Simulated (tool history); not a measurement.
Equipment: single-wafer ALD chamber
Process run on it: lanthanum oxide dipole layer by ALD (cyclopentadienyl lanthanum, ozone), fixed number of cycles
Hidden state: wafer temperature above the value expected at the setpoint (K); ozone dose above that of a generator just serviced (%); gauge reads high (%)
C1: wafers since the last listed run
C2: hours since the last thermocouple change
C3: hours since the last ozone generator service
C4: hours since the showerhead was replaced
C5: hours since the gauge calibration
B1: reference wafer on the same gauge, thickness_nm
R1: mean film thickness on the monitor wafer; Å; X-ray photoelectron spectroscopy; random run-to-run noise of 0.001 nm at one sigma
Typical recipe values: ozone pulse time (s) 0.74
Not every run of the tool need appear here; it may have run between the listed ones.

run 1 hour=0.0 | ozone_pulse_time_(s)=0.59 | C1=0 C2=2353.6 C3=817.7 C4=4575.5 C5=262.6 | B1=0.391 | R1=3.43
run 2 hour=16.2 | ozone_pulse_time_(s)=0.74 | C1=291 C2=2369.8 C3=833.9 C4=4591.7 C5=278.8 | B1=0.391 | R1=3.95
run 3 hour=39.9 | ozone_pulse_time_(s)=0.74 | C1=425 C2=2393.5 C3=857.6 C4=4615.4 C5=302.5 | B1=0.391 | R1=3.92
run 4 hour=63.1 | ozone_pulse_time_(s)=0.85 | C1=416 C2=2416.7 C3=880.8 C4=4638.6 C5=325.7 | B1=0.391 | R1=4.20
-- hour=77.7 gauge calibrated
run 5 hour=165.1 | ozone_pulse_time_(s)=0.85 | C1=1833 C2=2518.7 C3=982.8 C4=4740.6 C5=87.4 | B1=0.391 | R1=4.20
run 6 hour=192.3 | ozone_pulse_time_(s)=0.85 | C1=488 C2=2545.9 C3=1010.0 C4=4767.8 C5=114.6 | B1=0.391 | R1=4.21
run 7 hour=228.1 | ozone_pulse_time_(s)=0.74 | C1=643 C2=2581.7 C3=1045.8 C4=4803.6 C5=150.4 | B1=0.391 | R1=3.90
run 8 hour=258.3 | ozone_pulse_time_(s)=0.74 | C1=542 C2=2611.9 C3=1076.0 C4=4833.8 C5=180.6 | B1=0.391 | R1=3.92
run 9 hour=291.3 | ozone_pulse_time_(s)=0.60 | C1=593 C2=2644.9 C3=1109.0 C4=4866.8 C5=213.6 | B1=0.391 | R1=3.42
run 10 hour=325.1 | ozone_pulse_time_(s)=0.74 | C1=607 C2=2678.7 C3=1142.8 C4=4900.6 C5=247.4 | B1=0.391 | R1=3.89
run 11 hour=355.2 | ozone_pulse_time_(s)=0.83 | C1=540 C2=2708.8 C3=1172.9 C4=4930.7 C5=277.5 | B1=0.391 | R1=4.12
run 12 hour=373.9 | ozone_pulse_time_(s)=0.83 | C1=336 C2=2727.5 C3=1191.6 C4=4949.4 C5=296.2 | B1=0.391 | R1=4.12
run 13 hour=395.6 | ozone_pulse_time_(s)=0.83 | C1=389 C2=2749.2 C3=1213.3 C4=4971.1 C5=317.9 | B1=0.390 | R1=4.11
run 14 hour=425.7 | ozone_pulse_time_(s)=0.54 | C1=540 C2=2779.3 C3=1243.4 C4=5001.2 C5=348.0 | B1=0.391 | R1=3.13
run 15 hour=439.0 | ozone_pulse_time_(s)=0.98 | C1=239 C2=2792.6 C3=1256.7 C4=5014.5 C5=361.3 | B1=0.391 | R1=4.43
run 16 hour=453.4 | ozone_pulse_time_(s)=0.50 | C1=258 C2=2807.0 C3=1271.1 C4=5028.9 C5=375.7 | B1=0.391 | R1=2.95
-- hour=461.9 showerhead replaced
-- hour=472.3 gauge calibrated
-- hour=473.3 thermocouple changed; heater temperature recalibrated
run 17 hour=482.4 | ozone_pulse_time_(s)=0.74 | C1=233 C2=9.1 C3=1300.1 C4=20.5 C5=10.1 | B1=0.391 | R1=3.85
run 18 hour=513.4 | ozone_pulse_time_(s)=0.58 | C1=557 C2=40.1 C3=1331.1 C4=51.5 C5=41.1 | B1=0.391 | R1=3.31
run 19 hour=527.1 | ozone_pulse_time_(s)=0.55 | C1=246 C2=53.8 C3=1344.8 C4=65.2 C5=54.8 | B1=0.391 | R1=3.16
-- hour=549.5 ozone generator serviced
run 20 hour=560.7 | ozone_pulse_time_(s)=0.74 | C1=460 C2=87.4 C3=11.2 C4=98.8 C5=88.4 | B1=0.391 | R1=4.10
run 21 hour=585.9 | ozone_pulse_time_(s)=0.53 | C1=452 C2=112.6 C3=36.4 C4=124.0 C5=113.6 | B1=0.391 | R1=3.33
run 22 hour=606.3 | ozone_pulse_time_(s)=0.84 | C1=366 C2=133.0 C3=56.8 C4=144.4 C5=134.0 | B1=0.391 | R1=4.35
run 23 hour=640.5 | ozone_pulse_time_(s)=0.87 | C1=614 C2=167.2 C3=91.0 C4=178.6 C5=168.2 | B1=0.391 | R1=4.41
run 24 hour=665.4 | ozone_pulse_time_(s)=0.93 | C1=447 C2=192.1 C3=115.9 C4=203.5 C5=193.1 | B1=0.391 | R1=4.51
run 25 hour=695.9 | ozone_pulse_time_(s)=0.74 | C1=548 C2=222.6 C3=146.4 C4=234.0 C5=223.6 | B1=0.391 | R1=4.08
run 26 hour=717.5 | ozone_pulse_time_(s)=0.56 | C1=388 C2=244.2 C3=168.0 C4=255.6 C5=245.2 | B1=0.391 | R1=3.44
run 27 hour=730.2 | ozone_pulse_time_(s)=0.57 | C1=228 C2=256.9 C3=180.7 C4=268.3 C5=257.9 | B1=0.391 | R1=3.49
run 28 hour=752.3 | ozone_pulse_time_(s)=0.74 | C1=397 C2=279.0 C3=202.8 C4=290.4 C5=280.0 | B1=0.391 | R1=4.07
run 29 hour=766.1 | ozone_pulse_time_(s)=0.95 | C1=247 C2=292.8 C3=216.6 C4=304.2 C5=293.8 | B1=0.391 | R1=4.55

Forecast each of these 3 alternatives for the next run:
run A hour=766.5 | ozone_pulse_time_(s)=0.63 | C1=7 C2=293.2 C3=217.0 C4=304.6 C5=294.2 | B1=? | R1=?
run B hour=766.5 | ozone_pulse_time_(s)=0.90 | C1=7 C2=293.2 C3=217.0 C4=304.6 C5=294.2 | B1=? | R1=?
run C hour=766.5 | ozone_pulse_time_(s)=0.62 | C1=7 C2=293.2 C3=217.0 C4=304.6 C5=294.2 | B1=? | R1=?

run=A B1=0.391 R1=3.70
run=B B1=0.391 R1=4.44
run=C B1=0.391 R1=3.66
With the hidden condition removed and each run's random variation left untouched, the same runs would have given:
run=A R1=3.76
run=B R1=4.48
run=C R1=3.72
